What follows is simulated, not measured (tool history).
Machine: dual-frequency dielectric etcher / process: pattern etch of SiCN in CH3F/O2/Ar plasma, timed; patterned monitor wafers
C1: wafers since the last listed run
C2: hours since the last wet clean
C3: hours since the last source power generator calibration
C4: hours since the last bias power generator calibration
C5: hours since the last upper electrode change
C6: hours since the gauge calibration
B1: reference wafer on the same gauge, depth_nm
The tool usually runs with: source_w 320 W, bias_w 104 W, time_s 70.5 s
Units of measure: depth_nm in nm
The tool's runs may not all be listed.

{"run": 1, "day": 0.0, "source_w": 340, "bias_w": 104, "time_s": 70.5, "C1": 0, "C2": 153.4, "C3": 608.5, "C4": 1942.4, "C5": 3075.7, "C6": 877.8, "B1": 34.0, "depth_nm": 29.07}
{"run": 2, "day": 1.088, "source_w": 340, "bias_w": 104, "time_s": 70.5, "C1": 353, "C2": 179.5, "C3": 634.6, "C4": 1968.5, "C5": 3101.8, "C6": 903.9, "B1": 33.98, "depth_nm": 29.14}
{"run": 3, "day": 2.796, "source_w": 340, "bias_w": 104, "time_s": 70.5, "C1": 556, "C2": 220.5, "C3": 675.6, "C4": 2009.5, "C5": 3142.8, "C6": 944.9, "B1": 34.0, "depth_nm": 29.07}
{"day": 6.55, "done": "wet clean of the chamber"}
{"run": 4, "day": 6.571, "source_w": 320, "bias_w": 104, "time_s": 70.5, "C1": 903, "C2": 0.5, "C3": 766.2, "C4": 2100.1, "C5": 3233.4, "C6": 1035.5, "B1": 33.98, "depth_nm": 28.6}
{"run": 5, "day": 7.375, "source_w": 320, "bias_w": 104, "time_s": 70.5, "C1": 261, "C2": 19.8, "C3": 785.5, "C4": 2119.4, "C5": 3252.7, "C6": 1054.8, "B1": 34.01, "depth_nm": 28.45}
{"run": 6, "day": 10.204, "source_w": 320, "bias_w": 104, "time_s": 70.5, "C1": 920, "C2": 87.7, "C3": 853.4, "C4": 2187.3, "C5": 3320.6, "C6": 1122.7, "B1": 33.99, "depth_nm": 28.37}
{"run": 7, "day": 11.529, "source_w": 320, "bias_w": 104, "time_s": 70.5, "C1": 431, "C2": 119.5, "C3": 885.2, "C4": 2219.1, "C5": 3352.4, "C6": 1154.5, "B1": 34.01, "depth_nm": 28.46}
{"run": 8, "day": 14.05, "source_w": 320, "bias_w": 104, "time_s": 70.5, "C1": 820, "C2": 180.0, "C3": 945.7, "C4": 2279.6, "C5": 3412.9, "C6": 1215.0, "B1": 34.0, "depth_nm": 28.39}
{"run": 9, "day": 17.025, "source_w": 320, "bias_w": 104, "time_s": 70.5, "C1": 968, "C2": 251.4, "C3": 1017.1, "C4": 2351.0, "C5": 3484.3, "C6": 1286.4, "B1": 34.0, "depth_nm": 28.52}
{"day": 18.271, "done": "upper electrode replaced"}
{"run": 10, "day": 18.725, "source_w": 320, "bias_w": 104, "time_s": 70.5, "C1": 227, "C2": 292.2, "C3": 1057.9, "C4": 2391.8, "C5": 10.9, "C6": 1327.2, "B1": 34.02, "depth_nm": 28.69}
{"run": 11, "day": 21.042, "source_w": 320, "bias_w": 104, "time_s": 70.5, "C1": 754, "C2": 347.8, "C3": 1113.5, "C4": 2447.4, "C5": 66.5, "C6": 1382.8, "B1": 34.01, "depth_nm": 28.55}
{"day": 22.3, "done": "wet clean of the chamber"}
{"run": 12, "day": 22.912, "source_w": 320, "bias_w": 104, "time_s": 70.5, "C1": 283, "C2": 14.7, "C3": 1158.4, "C4": 2492.3, "C5": 111.4, "C6": 1427.7, "B1": 33.99, "depth_nm": 28.41}
{"day": 22.988, "done": "gauge calibrated"}
{"run": 13, "day": 25.396, "source_w": 320, "bias_w": 104, "time_s": 70.5, "C1": 808, "C2": 74.3, "C3": 1218.0, "C4": 2551.9, "C5": 171.0, "C6": 57.8, "B1": 33.99, "depth_nm": 28.62}
{"run": 14, "day": 28.212, "source_w": 250, "bias_w": 104, "time_s": 70.5, "C1": 916, "C2": 141.9, "C3": 1285.6, "C4": 2619.5, "C5": 238.6, "C6": 125.4, "B1": 34.0, "depth_nm": 26.59}
{"run": 15, "day": 30.15, "source_w": 320, "bias_w": 117, "time_s": 82.0, "C1": 630, "C2": 188.4, "C3": 1332.1, "C4": 2666.0, "C5": 285.1, "C6": 171.9, "B1": 33.98, "depth_nm": 35.03}
{"day": 31.983, "done": "bias power generator calibrated"}
{"run": 16, "day": 32.917, "source_w": 340, "bias_w": 104, "time_s": 70.5, "C1": 846, "C2": 254.8, "C3": 1398.5, "C4": 22.4, "C5": 351.5, "C6": 238.3, "B1": 33.98, "depth_nm": 29.92}
{"day": 35.142, "done": "wet clean of the chamber"}
{"run": 17, "day": 35.592, "source_w": 370, "bias_w": 104, "time_s": 70.5, "C1": 545, "C2": 10.8, "C3": 1462.7, "C4": 86.6, "C5": 415.7, "C6": 302.5, "B1": 33.99, "depth_nm": 30.74}
{"run": 18, "day": 37.808, "source_w": 320, "bias_w": 112, "time_s": 70.5, "C1": 721, "C2": 64.0, "C3": 1515.9, "C4": 139.8, "C5": 468.9, "C6": 355.7, "B1": 33.99, "depth_nm": 30.23}
{"run": 19, "day": 38.962, "source_w": 380, "bias_w": 94, "time_s": 82.5, "C1": 375, "C2": 91.7, "C3": 1543.6, "C4": 167.5, "C5": 496.6, "C6": 383.4, "B1": 34.0, "depth_nm": 34.66}
{"run": 20, "day": 41.646, "source_w": 320, "bias_w": 104, "time_s": 70.5, "C1": 873, "C2": 156.1, "C3": 1608.0, "C4": 231.9, "C5": 561.0, "C6": 447.8, "B1": 34.01, "depth_nm": 29.2}
{"day": 42.192, "done": "source power generator calibrated"}
{"run": 21, "day": 42.692, "source_w": 270, "bias_w": 104, "time_s": 55.5, "C1": 286, "C2": 181.2, "C3": 12.0, "C4": 257.0, "C5": 586.1, "C6": 472.9, "B1": 33.99, "depth_nm": 21.6}
{"run": 22, "day": 44.675, "source_w": 320, "bias_w": 104, "time_s": 70.5, "C1": 645, "C2": 228.8, "C3": 59.6, "C4": 304.6, "C5": 633.7, "C6": 520.5, "B1": 34.02, "depth_nm": 28.74}
{"day": 47.796, "done": "wet clean of the chamber"}
{"run": 23, "day": 47.817, "source_w": 400, "bias_w": 104, "time_s": 70.5, "C1": 697, "C2": 0.5, "C3": 135.0, "C4": 380.0, "C5": 709.1, "C6": 595.9, "B1": 33.99, "depth_nm": 30.89}
{"run": 24, "day": 48.321, "source_w": 270, "bias_w": 104, "time_s": 78.5, "C1": 164, "C2": 12.6, "C3": 147.1, "C4": 392.1, "C5": 721.2, "C6": 608.0, "B1": 33.98, "depth_nm": 30.52}
{"run": 25, "day": 51.021, "source_w": 360, "bias_w": 96, "time_s": 70.5, "C1": 878, "C2": 77.4, "C3": 211.9, "C4": 456.9, "C5": 786.0, "C6": 672.8, "B1": 33.97, "depth_nm": 28.75}
{"run": 26, "day": 57.383, "source_w": 320, "bias_w": 85, "time_s": 82.5, "C1": 2070, "C2": 230.1, "C3": 364.6, "C4": 609.6, "C5": 938.7, "C6": 825.5, "B1": 34.0, "depth_nm": 30.97}
{"run": 27, "day": 58.867, "source_w": 320, "bias_w": 104, "time_s": 80.5, "C1": 482, "C2": 265.7, "C3": 400.2, "C4": 645.2, "C5": 974.3, "C6": 861.1, "B1": 33.97, "depth_nm": 32.63}

Each row is a separate what-if for the run after 27, all from the same tool condition, not one after another. Results?
{"run": "A", "day": 58.883, "source_w": 320, "bias_w": 104, "time_s": 70.5, "C1": 5, "C2": 266.1, "C3": 400.6, "C4": 645.6, "C5": 974.7, "C6": 861.5, "B1": "?", "depth_nm": "?"}
{"run": "B", "day": 58.883, "source_w": 320, "bias_w": 104, "time_s": 54.0, "C1": 5, "C2": 266.1, "C3": 400.6, "C4": 645.6, "C5": 974.7, "C6": 861.5, "B1": "?", "depth_nm": "?"}
{"run": "C", "day": 58.883, "source_w": 280, "bias_w": 89, "time_s": 52.0, "C1": 5, "C2": 266.1, "C3": 400.6, "C4": 645.6, "C5": 974.7, "C6": 861.5, "B1": "?", "depth_nm": "?"}
{"run": "D", "day": 58.883, "source_w": 380, "bias_w": 81, "time_s": 85.5, "C1": 5, "C2": 266.1, "C3": 400.6, "C4": 645.6, "C5": 974.7, "C6": 861.5, "B1": "?", "depth_nm": "?"}
{"run": "E", "day": 58.883, "source_w": 340, "bias_w": 91, "time_s": 70.5, "C1": 5, "C2": 266.1, "C3": 400.6, "C4": 645.6, "C5": 974.7, "C6": 861.5, "B1": "?", "depth_nm": "?"}

run=A B1=33.99 depth_nm=28.56
run=B B1=33.99 depth_nm=21.87
run=C B1=33.99 depth_nm=19.03
run=D B1=33.99 depth_nm=33.14
run=E B1=33.99 depth_nm=27.60
With no hidden state in the tool, these same runs would have given:
run=A depth_nm=28.72
run=B depth_nm=22.00
run=C depth_nm=19.13
run=D depth_nm=33.31
run=E depth_nm=27.75

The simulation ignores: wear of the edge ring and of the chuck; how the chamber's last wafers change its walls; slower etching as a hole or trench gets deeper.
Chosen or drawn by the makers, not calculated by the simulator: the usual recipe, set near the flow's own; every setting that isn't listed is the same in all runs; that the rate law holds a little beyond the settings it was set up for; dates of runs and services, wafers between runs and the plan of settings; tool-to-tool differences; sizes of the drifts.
